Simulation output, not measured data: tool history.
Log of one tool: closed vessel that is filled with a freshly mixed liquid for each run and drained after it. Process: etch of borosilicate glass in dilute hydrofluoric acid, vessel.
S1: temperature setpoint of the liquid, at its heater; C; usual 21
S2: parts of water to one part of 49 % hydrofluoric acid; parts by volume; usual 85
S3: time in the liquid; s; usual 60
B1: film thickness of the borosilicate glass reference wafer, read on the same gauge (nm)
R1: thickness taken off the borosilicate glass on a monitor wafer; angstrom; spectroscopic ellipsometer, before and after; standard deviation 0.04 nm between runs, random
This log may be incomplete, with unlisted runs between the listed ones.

Run 1, day 0.000: usual settings but S2 60 parts by volume; B1 60.01. Result: R1 173.2 angstrom.
Run 2, day 1.692: usual settings but S3 80 s; B1 60.00. Result: R1 158.3 angstrom.
Run 3, day 3.288: usual settings but S3 80 s; B1 60.01. Result: R1 158.7 angstrom.
Run 4, day 4.500: usual settings but S3 80 s; B1 60.02. Result: R1 158.0 angstrom.
Run 5, day 6.629: usual settings but S3 70 s; B1 60.02. Result: R1 139.9 angstrom.
Run 6, day 9.038: usual settings but S1 24 C, S2 70 parts by volume; B1 60.03. Result: R1 168.7 angstrom.
Run 7, day 11.925: usual settings but S1 24 C, S2 70 parts by volume; B1 60.00. Result: R1 169.3 angstrom.
Run 8, day 13.696: usual settings but S1 24 C, S2 70 parts by volume; B1 60.01. Result: R1 169.8 angstrom.
Run 9, day 15.012: usual settings; B1 60.00. Result: R1 121.2 angstrom.
Run 10, day 17.833: usual settings; B1 59.98. Result: R1 121.8 angstrom.
At day 18.800: thermometer replaced.
Run 11, day 19.875: usual settings but S1 17 C, S2 110 parts by volume, S3 30 s; B1 59.99. Result: R1 37.8 angstrom.
Run 12, day 22.346: usual settings; B1 59.96. Result: R1 118.6 angstrom.
At day 23.371: hydrofluoric acid flow meter replaced.
Run 13, day 23.542: usual settings but S1 17 C; B1 60.01. Result: R1 98.0 angstrom.
At day 24.971: gauge calibrated.
Run 14, day 31.729: usual settings but S2 100 parts by volume, S3 50 s; B1 60.02. Result: R1 82.2 angstrom.
Run 15, day 33.583: usual settings but S3 70 s; B1 60.02. Result: R1 138.3 angstrom.

Run 16 is up next; what results do you expect?
Run 16, day 35.462: usual settings but S1 24 C, S3 45 s; B1 ?. Result: R1 ?.

Run 16 produced B1 60.00, R1 100.6 angstrom.
Minus the tool's unlogged condition, the same run would have read R1 97.5 angstrom.
